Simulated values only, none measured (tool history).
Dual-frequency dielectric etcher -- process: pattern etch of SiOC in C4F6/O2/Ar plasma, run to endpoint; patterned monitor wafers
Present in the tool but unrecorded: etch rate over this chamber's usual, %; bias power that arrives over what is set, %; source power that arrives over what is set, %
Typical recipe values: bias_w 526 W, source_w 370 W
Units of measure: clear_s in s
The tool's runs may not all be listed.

run    hour  bias_w  source_w  wafers since the last listed run  hours since the last wet clean  hours since the last bias power generator calibration  hours since the last source power generator calibration  hours since the last upper electrode change  incoming incoming film thickness, nm  clear_s
  1     0.0     526       310                                 0                           181.8                                                 2227.0                                                   1099.5                                       3929.4                                 41.43     13.8
  2    70.5     526       310                              1281                           252.3                                                 2297.5                                                   1170.0                                       3999.9                                 40.75     13.6
  3   124.0     526       310                               972                           305.8                                                 2351.0                                                   1223.5                                       4053.4                                 40.92     13.8
  4   193.7     526       370                              1267                           375.5                                                 2420.7                                                   1293.2                                       4123.1                                 41.01     13.3
      263.8  -- wet clean of the chamber
  5   264.3     526       370                               847                             0.5                                                 2491.3                                                   1363.8                                       4193.7                                 41.45     13.6
  6   291.8     526       370                               500                            28.0                                                 2518.8                                                   1391.3                                       4221.2                                 40.47     13.3
  7   320.9     526       400                               529                            57.1                                                 2547.9                                                   1420.4                                       4250.3                                 40.88     13.2
  8   358.4     526       400                               681                            94.6                                                 2585.4                                                   1457.9                                       4287.8                                 40.87     13.3
      404.8  -- bias power generator calibrated
  9   407.7     526       400                               823                           143.9                                                    2.9                                                   1507.2                                       4337.1                                 41.31     13.4
 10   463.4     435       370                              1012                           199.6                                                   58.6                                                   1562.9                                       4392.8                                 41.50     15.2
      527.6  -- wet clean of the chamber, repeated, since the last time left the tool worse
 11   528.1     435       370                               740                             0.5                                                  123.3                                                   1627.6                                       4457.5                                 41.40     14.3
 12   582.4     444       430                               987                            54.8                                                  177.6                                                   1681.9                                       4511.8                                 41.29     13.7
 13   635.5     444       430                               965                           107.9                                                  230.7                                                   1735.0                                       4564.9                                 41.38     13.7
 14   662.5     526       350                               490                           134.9                                                  257.7                                                   1762.0                                       4591.9                                 41.05     13.3
 15   709.8     643       370                               860                           182.2                                                  305.0                                                   1809.3                                       4639.2                                 41.37     12.0
      752.5  -- source power generator calibrated
 16   778.9     425       300                              1183                           251.3                                                  374.1                                                     26.4                                       4708.3                                 41.05     15.6
      820.3  -- upper electrode replaced
 17   823.5     653       370                               374                           295.9                                                  418.7                                                     71.0                                          3.2                                 41.28     12.1
      887.1  -- wet clean of the chamber
 18   887.6     476       310                               729                             0.5                                                  482.8                                                    135.1                                         67.3                                 41.08     14.2
 19   926.0     526       370                               698                            38.9                                                  521.2                                                    173.5                                        105.7                                 41.42     13.1
 20   951.8     526       370                               469                            64.7                                                  547.0                                                    199.3                                        131.5                                 41.25     13.1
 21   997.2     419       320                               825                           110.1                                                  592.4                                                    244.7                                        176.9                                 40.88     15.1
 22  1029.6     471       310                               589                           142.5                                                  624.8                                                    277.1                                        209.3                                 41.29     14.5
 23  1055.1     526       320                               463                           168.0                                                  650.3                                                    302.6                                        234.8                                 41.49     13.8
 24  1094.1     526       370                               709                           207.0                                                  689.3                                                    341.6                                        273.8                                 41.08     13.1
 25  1137.2     579       430                               783                           250.1                                                  732.4                                                    384.7                                        316.9                                 41.28     12.1
 26  1193.1     592       430                              1016                           306.0                                                  788.3                                                    440.6                                        372.8                                 41.03     11.9
     1237.6  -- wet clean of the chamber
 27  1240.3     629       340                               421                             2.7                                                  835.5                                                    487.8                                        420.0                                 41.24     12.3
 28  1265.7     626       450                               461                            28.1                                                  860.9                                                    513.2                                        445.4                                 41.15     11.3
 29  1293.4     418       400                               503                            55.8                                                  888.6                                                    540.9                                        473.1                                 41.41     14.4

Below are 4 alternative next runs, each starting from the tool's condition after run 29. Predict each:
  A  1293.8     407       370                                 7                            56.2                                                  889.0                                                    541.3                                        473.5                                 41.07        ?
  B  1293.8     655       410                                 7                            56.2                                                  889.0                                                    541.3                                        473.5                                 41.07        ?
  C  1293.8     563       370                                 7                            56.2                                                  889.0                                                    541.3                                        473.5                                 41.07        ?
  D  1293.8     586       370                                 7                            56.2                                                  889.0                                                    541.3                                        473.5                                 41.07        ?

run  clear_s
  A     14.8
  B     11.4
  C     12.6
  D     12.4
Without the tool's unlogged condition, the same runs would have read:
run  clear_s
  A     14.7
  B     11.3
  C     12.6
  D     12.3

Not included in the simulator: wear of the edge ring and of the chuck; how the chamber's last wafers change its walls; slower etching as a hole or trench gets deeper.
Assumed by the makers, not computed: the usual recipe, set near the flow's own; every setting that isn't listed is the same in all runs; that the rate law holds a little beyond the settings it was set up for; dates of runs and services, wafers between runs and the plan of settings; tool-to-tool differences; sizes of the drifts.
